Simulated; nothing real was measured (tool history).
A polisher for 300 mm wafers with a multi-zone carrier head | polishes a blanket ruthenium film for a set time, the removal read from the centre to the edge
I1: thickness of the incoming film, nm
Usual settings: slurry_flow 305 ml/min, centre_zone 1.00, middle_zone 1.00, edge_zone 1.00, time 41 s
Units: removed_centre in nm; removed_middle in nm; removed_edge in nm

run 1 day=0.000 | slurry_flow=305 centre_zone=1.00 middle_zone=1.00 edge_zone=1.00 time=41 | I1=515.0 | removed_centre=82.7 removed_middle=75.1 removed_edge=74.4
run 2 day=1.212 | slurry_flow=305 centre_zone=1.00 middle_zone=1.00 edge_zone=1.00 time=41 | I1=513.7 | removed_centre=84.4 removed_middle=75.5 removed_edge=73.9
run 3 day=1.758 | slurry_flow=305 centre_zone=1.00 middle_zone=1.00 edge_zone=1.00 time=41 | I1=507.1 | removed_centre=83.9 removed_middle=74.3 removed_edge=75.5
run 4 day=3.212 | slurry_flow=305 centre_zone=1.00 middle_zone=1.00 edge_zone=1.00 time=41 | I1=506.3 | removed_centre=84.4 removed_middle=75.5 removed_edge=75.0
run 5 day=4.538 | slurry_flow=305 centre_zone=1.00 middle_zone=1.00 edge_zone=1.00 time=41 | I1=510.4 | removed_centre=83.1 removed_middle=75.4 removed_edge=76.5
-- day=5.308 worn pad replaced by a new one
run 6 day=6.000 | slurry_flow=305 centre_zone=1.04 middle_zone=1.00 edge_zone=1.04 time=41 | I1=506.6 | removed_centre=89.4 removed_middle=75.0 removed_edge=77.7
run 7 day=6.938 | slurry_flow=305 centre_zone=1.00 middle_zone=1.00 edge_zone=1.07 time=41 | I1=507.3 | removed_centre=82.8 removed_middle=73.3 removed_edge=78.5
run 8 day=7.700 | slurry_flow=255 centre_zone=0.89 middle_zone=1.00 edge_zone=1.00 time=30 | I1=512.0 | removed_centre=52.9 removed_middle=51.7 removed_edge=54.5
run 9 day=8.704 | slurry_flow=215 centre_zone=1.09 middle_zone=1.00 edge_zone=1.00 time=36 | I1=520.4 | removed_centre=73.8 removed_middle=60.5 removed_edge=61.8
run 10 day=9.575 | slurry_flow=305 centre_zone=1.00 middle_zone=1.00 edge_zone=1.00 time=41 | I1=509.4 | removed_centre=81.9 removed_middle=71.8 removed_edge=72.7
-- day=10.667 carrier head's membrane replaced by a new one
run 11 day=12.683 | slurry_flow=305 centre_zone=1.00 middle_zone=1.00 edge_zone=1.00 time=41 | I1=515.6 | removed_centre=78.5 removed_middle=69.6 removed_edge=71.5
-- day=13.133 edge zone pressure recalibrated
run 12 day=13.562 | slurry_flow=215 centre_zone=1.09 middle_zone=1.00 edge_zone=1.00 time=36 | I1=518.2 | removed_centre=67.9 removed_middle=54.4 removed_edge=58.6
-- day=14.058 worn pad replaced by a new one
-- day=14.433 centre zone pressure recalibrated
run 13 day=14.583 | slurry_flow=305 centre_zone=1.00 middle_zone=1.00 edge_zone=1.00 time=41 | I1=505.6 | removed_centre=68.1 removed_middle=67.1 removed_edge=69.1
-- day=14.804 slurry nozzle cleaned
run 14 day=15.092 | slurry_flow=355 centre_zone=1.00 middle_zone=1.00 edge_zone=0.89 time=41 | I1=512.5 | removed_centre=78.5 removed_middle=76.0 removed_edge=71.0
run 15 day=16.154 | slurry_flow=355 centre_zone=1.00 middle_zone=1.00 edge_zone=1.00 time=41 | I1=518.6 | removed_centre=78.3 removed_middle=76.3 removed_edge=75.3
run 16 day=17.250 | slurry_flow=305 centre_zone=1.00 middle_zone=1.00 edge_zone=1.00 time=31 | I1=510.0 | removed_centre=59.5 removed_middle=56.6 removed_edge=57.1
run 17 day=17.775 | slurry_flow=390 centre_zone=1.00 middle_zone=1.00 edge_zone=1.00 time=41 | I1=515.2 | removed_centre=80.6 removed_middle=76.2 removed_edge=76.4
run 18 day=19.008 | slurry_flow=305 centre_zone=1.00 middle_zone=1.00 edge_zone=1.00 time=41 | I1=506.9 | removed_centre=79.6 removed_middle=73.3 removed_edge=75.8
run 19 day=20.350 | slurry_flow=305 centre_zone=1.00 middle_zone=1.00 edge_zone=1.00 time=41 | I1=500.1 | removed_centre=79.6 removed_middle=73.6 removed_edge=75.2
run 20 day=21.275 | slurry_flow=225 centre_zone=0.94 middle_zone=1.11 edge_zone=1.00 time=53 | I1=505.5 | removed_centre=91.5 removed_middle=98.7 removed_edge=93.0
run 21 day=22.125 | slurry_flow=220 centre_zone=1.08 middle_zone=1.00 edge_zone=1.07 time=30 | I1=511.3 | removed_centre=59.3 removed_middle=50.8 removed_edge=54.1
-- day=22.383 worn pad replaced by a new one
run 22 day=22.667 | slurry_flow=345 centre_zone=1.00 middle_zone=1.00 edge_zone=0.93 time=41 | I1=511.0 | removed_centre=79.9 removed_middle=75.3 removed_edge=74.5
run 23 day=23.192 | slurry_flow=345 centre_zone=1.00 middle_zone=1.00 edge_zone=1.00 time=52 | I1=510.9 | removed_centre=100.4 removed_middle=95.2 removed_edge=95.9

Exercise: give the hidden state of the tool at every run:
removal rate lost through wear of the pad, %: 0 on each run
deviation of the edge zone's pressure from its setpoint, %: 0 on each run
H1: slurry flow missing at the pad, %
H2: deviation of the centre zone's pressure from its setpoint, %
run=1 H1=4.34 H2=9.87
run=2 H1=5.17 H2=10
run=3 H1=5.72 H2=10.1
run=4 H1=7.74 H2=10.3
run=5 H1=10.3 H2=10.4
run=6 H1=13.8 H2=10.6
run=7 H1=16.5 H2=10.6
run=8 H1=19 H2=10.7
run=9 H1=22.5 H2=10.8
run=10 H1=25.9 H2=10.8
run=11 H1=40.3 H2=11
run=12 H1=45.1 H2=11
run=13 H1=50.9 H2=0.502
run=14 H1=7.82 H2=1.02
run=15 H1=8.14 H2=2.03
run=16 H1=8.92 H2=2.98
run=17 H1=9.45 H2=3.4
run=18 H1=11.1 H2=4.33
run=19 H1=13.6 H2=5.25
run=20 H1=15.7 H2=5.82
run=21 H1=17.8 H2=6.3
run=22 H1=19.4 H2=6.6
run=23 H1=21 H2=6.87
